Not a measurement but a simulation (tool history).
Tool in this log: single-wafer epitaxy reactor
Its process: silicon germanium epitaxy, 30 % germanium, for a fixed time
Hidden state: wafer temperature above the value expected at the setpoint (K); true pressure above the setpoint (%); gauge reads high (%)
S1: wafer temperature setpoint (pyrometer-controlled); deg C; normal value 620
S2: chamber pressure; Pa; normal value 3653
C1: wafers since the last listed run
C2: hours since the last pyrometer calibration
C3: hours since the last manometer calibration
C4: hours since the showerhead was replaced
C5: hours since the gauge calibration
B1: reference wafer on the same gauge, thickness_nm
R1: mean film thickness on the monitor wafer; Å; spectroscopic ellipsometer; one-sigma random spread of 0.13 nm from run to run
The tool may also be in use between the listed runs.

run 1 hour=0 | S1=620 S2=3653 | C1=0 C2=1285.5 C3=1377.8 C4=8191.2 C5=39.9 | B1=102.336 | R1=803.02
run 2 hour=6.4 | S1=620 S2=3653 | C1=65 C2=1291.9 C3=1384.2 C4=8197.6 C5=46.3 | B1=102.258 | R1=802.87
run 3 hour=42.2 | S1=620 S2=4373 | C1=368 C2=1327.7 C3=1420 C4=8233.4 C5=82.1 | B1=102.337 | R1=842.85
run 4 hour=54.7 | S1=620 S2=3653 | C1=128 C2=1340.2 C3=1432.5 C4=8245.9 C5=94.6 | B1=102.309 | R1=798.69
-- hour=87.4 capacitance manometer re-zeroed and calibrated
run 5 hour=93.4 | S1=610 S2=3213 | C1=315 C2=1378.9 C3=6 C4=8284.6 C5=133.3 | B1=102.295 | R1=654.01
run 6 hour=100.6 | S1=610 S2=3213 | C1=74 C2=1386.1 C3=13.2 C4=8291.8 C5=140.5 | B1=102.274 | R1=653.94
run 7 hour=110.5 | S1=610 S2=3213 | C1=101 C2=1396 C3=23.1 C4=8301.7 C5=150.4 | B1=102.329 | R1=651.9
run 8 hour=127 | S1=620 S2=3653 | C1=169 C2=1412.5 C3=39.6 C4=8318.2 C5=166.9 | B1=102.316 | R1=790.07
-- hour=172.4 pyrometer calibrated
run 9 hour=172.9 | S1=630 S2=3653 | C1=389 C2=0.5 C3=85.5 C4=8364.1 C5=212.8 | B1=102.285 | R1=1007.86
run 10 hour=174.4 | S1=620 S2=3653 | C1=15 C2=2 C3=87 C4=8365.6 C5=214.3 | B1=102.337 | R1=867.61
-- hour=185.7 showerhead replaced
run 11 hour=192 | S1=610 S2=3226 | C1=98 C2=19.6 C3=104.6 C4=6.3 C5=231.9 | B1=102.245 | R1=713.97
-- hour=200.8 gauge calibrated
run 12 hour=207.6 | S1=628 S2=3653 | C1=160 C2=35.2 C3=120.2 C4=21.9 C5=6.8 | B1=102.299 | R1=977.01
run 13 hour=221.4 | S1=609 S2=2906 | C1=141 C2=49 C3=134 C4=35.7 C5=20.6 | B1=102.281 | R1=684.96
run 14 hour=227.8 | S1=610 S2=3213 | C1=65 C2=55.4 C3=140.4 C4=42.1 C5=27 | B1=102.285 | R1=712.7
run 15 hour=242.9 | S1=610 S2=4480 | C1=155 C2=70.5 C3=155.5 C4=57.2 C5=42.1 | B1=102.311 | R1=783.49
run 16 hour=252.5 | S1=608 S2=3213 | C1=98 C2=80.1 C3=165.1 C4=66.8 C5=51.7 | B1=102.309 | R1=690.14

Some steps in R1, run to run, broken into two amounts with sign: the step expected even without the hidden condition (settings, incoming material, random variation), and the rest, left for the hidden condition together with whatever gauge scatter is not in both the measured and the hidden-condition-free result:
Run 8 -> 9: S1 620 -> 630, pyrometer calibrated. R1 +217.79 Å: hidden state +72.69, all else +145.1.
Run 12 -> 13: S1 628 -> 609, S2 3653 -> 2906. R1 -292.05 Å: hidden state +1.36, all else -293.41.
